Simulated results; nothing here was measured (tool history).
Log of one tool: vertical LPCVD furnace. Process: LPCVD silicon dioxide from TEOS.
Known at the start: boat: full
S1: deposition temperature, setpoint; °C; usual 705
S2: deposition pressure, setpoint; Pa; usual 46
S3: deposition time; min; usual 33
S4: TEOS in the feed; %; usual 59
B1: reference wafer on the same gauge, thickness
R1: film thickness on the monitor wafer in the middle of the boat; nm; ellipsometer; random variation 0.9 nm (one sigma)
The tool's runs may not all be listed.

{"run": 1, "hour": 0.0, "S1": 705, "S2": 46, "S3": 37, "S4": 50, "B1": 262.15, "R1": 249.54}
{"run": 2, "hour": 66.9, "S1": 705, "S2": 46, "S3": 37, "S4": 50, "B1": 261.72, "R1": 249.08}
{"run": 3, "hour": 132.3, "S1": 697, "S2": 46, "S3": 33, "S4": 50, "B1": 261.69, "R1": 183.97}
{"run": 4, "hour": 232.2, "S1": 697, "S2": 46, "S3": 33, "S4": 50, "B1": 262.4, "R1": 184.07}
{"run": 5, "hour": 451.7, "S1": 697, "S2": 46, "S3": 33, "S4": 50, "B1": 262.65, "R1": 184.05}
{"run": 6, "hour": 501.4, "S1": 705, "S2": 46, "S3": 33, "S4": 59, "B1": 262.8, "R1": 240.32}
{"run": 7, "hour": 583.7, "S1": 705, "S2": 46, "S3": 33, "S4": 59, "B1": 263.54, "R1": 242.93}
{"run": 8, "hour": 644.4, "S1": 705, "S2": 48.7, "S3": 33, "S4": 68, "B1": 263.8, "R1": 269.9}
{"run": 9, "hour": 700.2, "S1": 705, "S2": 46, "S3": 33, "S4": 59, "B1": 263.92, "R1": 243.24}
{"run": 10, "hour": 793.1, "S1": 705, "S2": 46, "S3": 33, "S4": 59, "B1": 264.57, "R1": 242.39}
{"hour": 896.6, "done": "pressure gauge zeroed"}
{"run": 11, "hour": 897.1, "S1": 705, "S2": 46, "S3": 33, "S4": 59, "B1": 265.39, "R1": 244.33}
{"run": 12, "hour": 962.6, "S1": 697, "S2": 46, "S3": 33, "S4": 50, "B1": 265.81, "R1": 185.92}
{"run": 13, "hour": 1070.5, "S1": 705, "S2": 51.3, "S3": 40, "S4": 59, "B1": 266.27, "R1": 311.48}
{"hour": 1102.4, "done": "gauge calibrated"}
{"hour": 1121.1, "done": "TEOS flow controller replaced"}
{"run": 14, "hour": 1157.5, "S1": 705, "S2": 46, "S3": 33, "S4": 59, "B1": 262.41, "R1": 241.15}
{"run": 15, "hour": 1215.7, "S1": 695, "S2": 46, "S3": 33, "S4": 49, "B1": 262.9, "R1": 174.3}

The next listed run, before its measurement:
{"hour": 1276.1, "done": "thermocouples replaced and temperature profile calibrated"}
{"run": 16, "hour": 1276.6, "S1": 705, "S2": 41.3, "S3": 33, "S4": 48, "B1": "?", "R1": "?"}

Run 16 gave B1 262.21, R1 206.31 nm.
Without the tool's hidden state the same run would have given R1 205.89 nm.

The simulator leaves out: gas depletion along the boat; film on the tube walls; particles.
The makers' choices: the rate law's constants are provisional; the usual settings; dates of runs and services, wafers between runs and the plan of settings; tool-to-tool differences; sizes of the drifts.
